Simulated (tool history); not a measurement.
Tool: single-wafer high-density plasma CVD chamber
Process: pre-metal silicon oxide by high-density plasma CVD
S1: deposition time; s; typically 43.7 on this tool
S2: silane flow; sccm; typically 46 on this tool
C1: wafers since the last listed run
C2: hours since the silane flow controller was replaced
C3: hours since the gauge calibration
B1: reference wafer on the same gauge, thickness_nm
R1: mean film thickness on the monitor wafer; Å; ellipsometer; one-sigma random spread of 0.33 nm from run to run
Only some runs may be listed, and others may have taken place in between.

run   hour    S1  S2   C1      C2     C3       B1       R1
  1      0  43.7  42    0  4034.1  250.3  188.054  1836.13
  2   11.5  43.7  52  231  4045.6  261.8  187.942  2195.91
  3   19.1  43.7  52  152  4053.2  269.4  187.987  2193.53
  4     33  43.7  52  279  4067.1  283.3   187.98  2193.99
  5   39.1  38.4  46  122  4073.2  289.4   188.01   1739.8
  6   48.4  43.7  46  186  4082.5  298.7  188.054  1982.91
  7   64.4  43.7  43  321  4098.5  314.7  188.068  1869.37
  8   77.9  43.7  43  271    4112  328.2  187.868  1875.58
  9   84.9  43.7  53  140    4119  335.2  187.917  2220.94
 10   92.1  43.7  53  144  4126.2  342.4  188.039  2225.72
 11    108  43.7  53  319  4142.1  358.3  188.101  2222.85
 12  121.7  43.7  44  275  4155.8    372  187.914  1906.36
 13  133.3  43.7  46  233  4167.4  383.6  187.923  1977.67
 14    148  49.8  46  295  4182.1  398.3  187.919  2252.96
 15  154.4  49.8  46  128  4188.5  404.7  187.864  2253.99
 16  165.9  49.8  46  231    4200  416.2  187.966  2249.52
 17  179.5  43.7  41  273  4213.6  429.8  187.945     1799
 18  191.7  43.7  41  245  4225.8    442  187.896  1795.58
 19  204.9  43.7  41  265    4239  455.2  187.979  1797.56
 20  221.6  46.9  48  335  4255.7  471.9  187.951  2193.44
 21  238.8  43.7  46  345  4272.9  489.1  187.951  1968.77
     246.4  -- gauge calibrated
 22  256.8  43.7  46  361  4290.9   10.4  188.021  1974.03
 23  272.3  43.7  46  311  4306.4   25.9  187.982  1976.06
 24  284.5  48.4  48  245  4318.6   38.1  188.088  2264.15
 25  301.6    41  43  343  4335.7   55.2  187.973  1750.37
 26  313.4  40.3  40  237  4347.5     67  187.994  1624.12
 27  324.5  48.4  46  223  4358.6   78.1  187.967  2187.22
 28  335.9  43.7  46  229    4370   89.5  187.933  1970.83
 29  345.4  47.9  46  190  4379.5     99  187.986  2157.63
 30  355.3  43.7  55  198  4389.4  108.9  188.027  2282.91
     369.4  -- silane flow controller replaced
 31  370.5  38.5  52  144     1.1  124.1  187.959  2039.44
 32  387.6  37.6  40  343    18.2  141.2   187.99  1607.84
 33  400.1  38.5  52  251    30.7  153.7   188.03  2039.07
 34  437.4  48.4  55  749      68    191  188.014  2691.41
 35  446.3  37.6  46  178    76.9  199.9  187.973  1800.85
 36  463.7  43.7  46  349    94.3  217.3  187.981  2091.89
 37  470.2  50.7  51  130   100.8  223.8  187.967  2644.93
 38  483.1  35.9  49  259   113.7  236.7  187.977  1807.47
 39  491.6  50.2  39  170   122.2  245.2  188.032  2097.41
 40    507    49  50  309   137.6  260.6  188.053  2506.56
 41    521  43.7  46  281   151.6  274.6  188.018  2083.72
 42  529.2  37.6  50  164   159.8  282.8  188.029  1930.36
 43  537.5  47.4  41  166   168.1  291.1  187.953  2065.43
 44  543.6    50  50  122   174.2  297.2   188.03     2563
 45    561  43.7  46  349   191.6  314.6  187.953  2088.11
 46  575.4  36.1  42  289     206    329  188.003  1604.81

5 ways to go on from here, each from the tool as it stands after run 46. What would each give?
  A  575.8  43.7  46   8  206.4  329.4   ?   ?
  B  575.8  43.7  39   8  206.4  329.4   ?   ?
  C  575.8  37.9  46   8  206.4  329.4   ?   ?
  D  575.8  40.9  49   8  206.4  329.4   ?   ?
  E  575.8  38.7  46   8  206.4  329.4   ?   ?

run       B1       R1
  A  187.943  2085.26
  B  187.943  1825.74
  C  187.943   1808.5
  D  187.943  2055.75
  E  187.943  1846.67
Without the tool's unlogged condition, the same runs would have read:
run       R1
  A  2100.84
  B  1839.38
  C  1822.01
  D  2071.11
  E  1860.47
